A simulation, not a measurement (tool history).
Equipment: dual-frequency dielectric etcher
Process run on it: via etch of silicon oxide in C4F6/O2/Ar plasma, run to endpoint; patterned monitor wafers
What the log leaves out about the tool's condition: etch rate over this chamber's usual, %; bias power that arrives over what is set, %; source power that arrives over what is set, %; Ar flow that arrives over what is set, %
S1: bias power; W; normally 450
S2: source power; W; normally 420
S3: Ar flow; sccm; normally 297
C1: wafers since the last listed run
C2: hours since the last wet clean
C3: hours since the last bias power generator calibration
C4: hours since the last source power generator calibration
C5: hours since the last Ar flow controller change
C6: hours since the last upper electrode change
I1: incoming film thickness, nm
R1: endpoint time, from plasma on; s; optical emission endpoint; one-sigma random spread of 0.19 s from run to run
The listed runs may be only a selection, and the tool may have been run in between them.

| run | hour | S1 | S2 | S3 | C1 | C2 | C3 | C4 | C5 | C6 | I1 | R1 |
|---|---|---|---|---|---|---|---|---|---|---|---|---|
| 1 | 0.0 | 450 | 420 | 297 | 0 | 128.7 | 1368.4 | 3151.3 | 2260.1 | 2386.2 | 123.7 | 28.0 |
| 2 | 27.8 | 450 | 420 | 297 | 336 | 156.5 | 1396.2 | 3179.1 | 2287.9 | 2414.0 | 124.0 | 28.2 |
| 3 | 53.6 | 507 | 420 | 297 | 312 | 182.3 | 1422.0 | 3204.9 | 2313.7 | 2439.8 | 122.9 | 26.7 |
| 4 | 89.4 | 507 | 420 | 297 | 433 | 218.1 | 1457.8 | 3240.7 | 2349.5 | 2475.6 | 121.6 | 26.5 |
| 5 | 107.2 | 450 | 420 | 297 | 215 | 235.9 | 1475.6 | 3258.5 | 2367.3 | 2493.4 | 123.2 | 28.1 |
| 6 | 131.6 | 450 | 420 | 297 | 295 | 260.3 | 1500.0 | 3282.9 | 2391.7 | 2517.8 | 124.3 | 28.4 |
| 7 | 146.8 | 450 | 420 | 297 | 183 | 275.5 | 1515.2 | 3298.1 | 2406.9 | 2533.0 | 124.0 | 28.4 |
| 8 | 167.4 | 450 | 440 | 297 | 249 | 296.1 | 1535.8 | 3318.7 | 2427.5 | 2553.6 | 122.6 | 27.6 |
| 9 | 179.7 | 450 | 440 | 297 | 148 | 308.4 | 1548.1 | 3331.0 | 2439.8 | 2565.9 | 123.5 | 27.5 |
|  | 206.3 | source power generator calibrated |
| 10 | 207.1 | 450 | 440 | 297 | 283 | 335.8 | 1575.5 | 0.8 | 2467.2 | 2593.3 | 122.5 | 27.9 |
| 11 | 226.1 | 450 | 420 | 297 | 229 | 354.8 | 1594.5 | 19.8 | 2486.2 | 2612.3 | 122.3 | 28.4 |
| 12 | 253.6 | 450 | 420 | 297 | 332 | 382.3 | 1622.0 | 47.3 | 2513.7 | 2639.8 | 123.3 | 28.6 |
|  | 289.2 | bias power generator calibrated |
|  | 299.7 | wet clean of the chamber |
| 13 | 300.2 | 450 | 420 | 297 | 388 | 0.5 | 11.0 | 93.9 | 2560.3 | 2686.4 | 123.8 | 27.2 |
| 14 | 300.5 | 529 | 420 | 297 | 3 | 0.8 | 11.3 | 94.2 | 2560.6 | 2686.7 | 122.7 | 25.3 |
|  | 333.9 | upper electrode replaced |
|  | 335.6 | Ar flow controller replaced |
| 15 | 336.1 | 560 | 320 | 297 | 119 | 36.4 | 46.9 | 129.8 | 0.5 | 2.2 | 124.2 | 28.2 |
| 16 | 336.5 | 547 | 490 | 297 | 4 | 36.8 | 47.3 | 130.2 | 0.9 | 2.6 | 123.0 | 24.1 |
| 17 | 349.9 | 404 | 340 | 270 | 162 | 50.2 | 60.7 | 143.6 | 14.3 | 16.0 | 123.5 | 30.0 |
| 18 | 379.9 | 450 | 420 | 297 | 362 | 80.2 | 90.7 | 173.6 | 44.3 | 46.0 | 124.4 | 27.4 |
| 19 | 405.6 | 450 | 420 | 297 | 310 | 105.9 | 116.4 | 199.3 | 70.0 | 71.7 | 123.5 | 27.2 |
| 20 | 435.0 | 486 | 420 | 321 | 355 | 135.3 | 145.8 | 228.7 | 99.4 | 101.1 | 123.4 | 27.2 |
| 21 | 465.5 | 511 | 420 | 297 | 368 | 165.8 | 176.3 | 259.2 | 129.9 | 131.6 | 123.7 | 26.6 |
| 22 | 499.6 | 490 | 350 | 248 | 412 | 199.9 | 210.4 | 293.3 | 164.0 | 165.7 | 124.2 | 28.6 |
| 23 | 513.3 | 450 | 370 | 297 | 165 | 213.6 | 224.1 | 307.0 | 177.7 | 179.4 | 123.2 | 29.4 |
| 24 | 527.1 | 450 | 420 | 297 | 166 | 227.4 | 237.9 | 320.8 | 191.5 | 193.2 | 123.8 | 28.2 |
| 25 | 544.1 | 450 | 420 | 297 | 205 | 244.4 | 254.9 | 337.8 | 208.5 | 210.2 | 124.0 | 28.2 |
| 26 | 574.3 | 450 | 420 | 297 | 365 | 274.6 | 285.1 | 368.0 | 238.7 | 240.4 | 124.3 | 28.5 |

Consider 4 possible next runs. They are alternatives, not a sequence: every one starts from the tool as it was left by run 26. What does each give?
| A | 574.7 | 450 | 420 | 327 | 4 | 275.0 | 285.5 | 368.4 | 239.1 | 240.8 | 122.2 | ? |
| B | 574.7 | 450 | 350 | 278 | 4 | 275.0 | 285.5 | 368.4 | 239.1 | 240.8 | 122.2 | ? |
| C | 574.7 | 450 | 420 | 331 | 4 | 275.0 | 285.5 | 368.4 | 239.1 | 240.8 | 122.2 | ? |
| D | 574.7 | 382 | 450 | 319 | 4 | 275.0 | 285.5 | 368.4 | 239.1 | 240.8 | 122.2 | ? |

| run | R1 |
|---|---|
| A | 28.1 |
| B | 29.6 |
| C | 28.2 |
| D | 28.7 |
What these runs would have given with no unlogged condition in the tool:
| run | R1 |
|---|---|
| A | 27.3 |
| B | 28.7 |
| C | 27.3 |
| D | 27.8 |

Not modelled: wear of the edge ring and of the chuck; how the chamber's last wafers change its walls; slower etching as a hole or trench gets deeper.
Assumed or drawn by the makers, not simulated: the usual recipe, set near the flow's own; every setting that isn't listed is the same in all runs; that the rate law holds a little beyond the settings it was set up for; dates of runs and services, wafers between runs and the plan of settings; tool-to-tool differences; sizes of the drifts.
